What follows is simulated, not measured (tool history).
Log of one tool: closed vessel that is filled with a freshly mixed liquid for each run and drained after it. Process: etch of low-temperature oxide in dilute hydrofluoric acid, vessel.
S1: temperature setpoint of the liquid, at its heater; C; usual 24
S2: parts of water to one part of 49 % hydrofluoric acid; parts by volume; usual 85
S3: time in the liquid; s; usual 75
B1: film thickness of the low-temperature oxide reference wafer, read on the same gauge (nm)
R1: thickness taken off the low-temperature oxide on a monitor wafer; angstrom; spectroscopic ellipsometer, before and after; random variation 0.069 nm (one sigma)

run,day,S1,S2,S3,B1,R1
1,0,27,85,75,70,200.7
2,1.029,27,85,75,69.99,201.1
3,1.858,24,70,75,69.95,222.3
4,2.958,24,70,75,70.03,222.5
5,3.525,24,70,75,69.98,221.4
6,4.746,26,105,75,70,152.7
7,5.442,26,105,75,70.02,152
8,6.892,26.5,85,75,70,197.4
9,9.267,28,85,75,69.99,210
10,10.075,27,85,75,69.94,201.8
11,10.633,28,100,30,70.03,69.8
12,11.358,19.5,105,120,69.99,188
13,12.054,24,75,45,70.02,124.5
# day 12.312: hydrofluoric acid flow meter replaced
14,12.838,24,85,75,70,179.4
15,15.788,20.5,125,50,69.98,67.5
16,16.688,24,85,75,69.97,179.9
17,17.358,20,85,75,70.01,153.1
18,18.529,28,60,60,70.02,246.1
# day 21.6: thermometer replaced
19,22.142,28,120,90,69.98,163
# day 22.521: gauge calibrated
20,23.233,24,85,75,69.98,172.9
21,24.575,24,85,75,69.99,172.1
22,25.492,24,85,110,70.03,251.8
23,26.554,24,85,75,69.99,172.8
24,27.783,24,70,105,69.97,297.6
25,28.725,24,85,75,70.02,172.6
26,30.108,19,110,75,69.99,105.8
27,30.862,24,50,50,70.01,204.3
28,31.983,28.5,105,115,69.97,247.3
29,33.133,20.5,45,95,69.98,376.9
30,33.758,24,50,35,70.02,142.9
31,34.867,24,85,95,70.03,219.3

The tool's hidden state at each run:
hydrofluoric acid flow above the setpoint (%): 0 in every run
gauge reads high (%): 0 in every run
H1: liquid hotter than its thermometer reads (K)
run,H1
1,1.02
2,1.03
3,1.04
4,1.05
5,1.05
6,1.06
7,1.07
8,1.08
9,1.11
10,1.11
11,1.12
12,1.13
13,1.13
14,1.14
15,1.17
16,1.17
17,1.18
18,1.19
19,0.0479
20,0.0579
21,0.0702
22,0.0786
23,0.0883
24,0.0996
25,0.108
26,0.121
27,0.128
28,0.138
29,0.149
30,0.154
31,0.165

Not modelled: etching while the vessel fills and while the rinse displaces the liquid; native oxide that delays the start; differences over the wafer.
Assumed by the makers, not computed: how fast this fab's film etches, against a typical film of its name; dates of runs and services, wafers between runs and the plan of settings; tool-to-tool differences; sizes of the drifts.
